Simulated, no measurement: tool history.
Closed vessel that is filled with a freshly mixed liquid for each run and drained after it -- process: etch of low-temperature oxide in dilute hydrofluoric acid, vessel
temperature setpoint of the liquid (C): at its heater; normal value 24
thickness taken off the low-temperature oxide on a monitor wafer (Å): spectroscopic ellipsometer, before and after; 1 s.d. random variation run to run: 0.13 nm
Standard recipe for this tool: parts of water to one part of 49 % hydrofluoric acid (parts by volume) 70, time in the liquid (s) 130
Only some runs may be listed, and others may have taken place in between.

run,hour,temperature setpoint of the liquid (C),parts of water to one part of 49 % hydrofluoric acid (parts by volume),time in the liquid (s),wafers since the last listed run,hours since the thermometer was replaced,hours since the hydrofluoric acid flow meter was replaced,hours since the gauge calibration,"read-back film thickness of the low-temperature oxide reference wafer, read on the same gauge (nm)",thickness taken off the low-temperature oxide on a monitor wafer (Å)
1,0,24,70,130,0,1933.5,740.7,731.7,50,405.1
# hour 36.6: hydrofluoric acid flow meter replaced
2,42.6,24,70,130,2483,1976.1,6,774.3,50.01,406.4
3,88.3,24,70,130,2727,2021.8,51.7,820,49.98,405.4
4,136.3,22,70,70,2865,2069.8,99.7,868,50,200.7
# hour 167.7: thermometer replaced
5,204.3,22,70,70,3999,36.6,167.7,936,49.98,201
6,274.2,22,70,70,4172,106.5,237.6,1005.9,50,201.3
7,307.6,24,70,105,1993,139.9,271,1039.3,49.98,327.2
8,358.2,24,70,65,3020,190.5,321.6,1089.9,50.02,201.6
9,414.4,24,70,130,3354,246.7,377.8,1146.1,50,407.6
10,456.9,24,70,130,2536,289.2,420.3,1188.6,50,403.3
11,482.9,21,40,130,1551,315.2,446.3,1214.6,50,650.1
12,549.1,24,95,80,3951,381.4,512.5,1280.8,49.99,177.4
13,609.9,24,70,130,3629,442.2,573.3,1341.6,50.01,405.6
14,670.6,22,40,100,3623,502.9,634,1402.3,50,524.2
15,711.4,24,70,130,2435,543.7,674.8,1443.1,50.03,407
16,747.1,26.5,70,170,2130,579.4,710.5,1478.8,49.98,584.6
17,876.6,22,90,70,7729,708.9,840,1608.3,50.02,153.2
# hour 930.2: hydrofluoric acid flow meter replaced
18,935.5,24,100,130,3455,767.8,5.3,1667.2,50.02,274.3
# hour 1015.6: gauge calibrated
19,1107.8,22,70,70,10284,940.1,177.6,92.2,50.02,200.9
20,1136.8,24,105,180,1730,969.1,206.6,121.2,50,359
21,1191.1,19.5,85,130,3241,1023.4,260.9,175.5,49.99,273.1
22,1255,22.5,70,130,3814,1087.3,324.8,239.4,50.02,381.8
23,1286.4,24,90,190,1874,1118.7,356.2,270.8,50.01,448.5
24,1318.9,24,70,130,1939,1151.2,388.7,303.3,50,404.7
25,1344.5,24,50,200,1528,1176.8,414.3,328.9,50,898.8
26,1400.7,22,70,70,3354,1233,470.5,385.1,50.01,201.1
27,1437.7,24,105,65,2208,1270,507.5,422.1,50,129.2
28,1492.4,29,70,130,3264,1324.7,562.2,476.8,50,492.1
29,1524.4,24,70,130,1910,1356.7,594.2,508.8,50,405.4
30,1566.5,24,70,130,2512,1398.8,636.3,550.9,50.01,405.9
31,1608.3,24,70,130,2494,1440.6,678.1,592.7,49.99,405.9
32,1644.1,24,80,130,2136,1476.4,713.9,628.5,50,353
33,1688.2,24,95,130,2632,1520.5,758,672.6,50.01,288.2

Hidden state at the last listed run before each entry between runs and at the first one after, where it differs:
Between runs 1 and 2: hydrofluoric acid flow meter replaced (hour 36.6)
  no hidden state differs between the two runs
Between runs 4 and 5: thermometer replaced (hour 167.7)
  no hidden state differs between the two runs
Between runs 17 and 18: hydrofluoric acid flow meter replaced (hour 930.2)
  no hidden state differs between the two runs
Between runs 18 and 19: gauge calibrated (hour 1015.6)
  no hidden state differs between the two runs

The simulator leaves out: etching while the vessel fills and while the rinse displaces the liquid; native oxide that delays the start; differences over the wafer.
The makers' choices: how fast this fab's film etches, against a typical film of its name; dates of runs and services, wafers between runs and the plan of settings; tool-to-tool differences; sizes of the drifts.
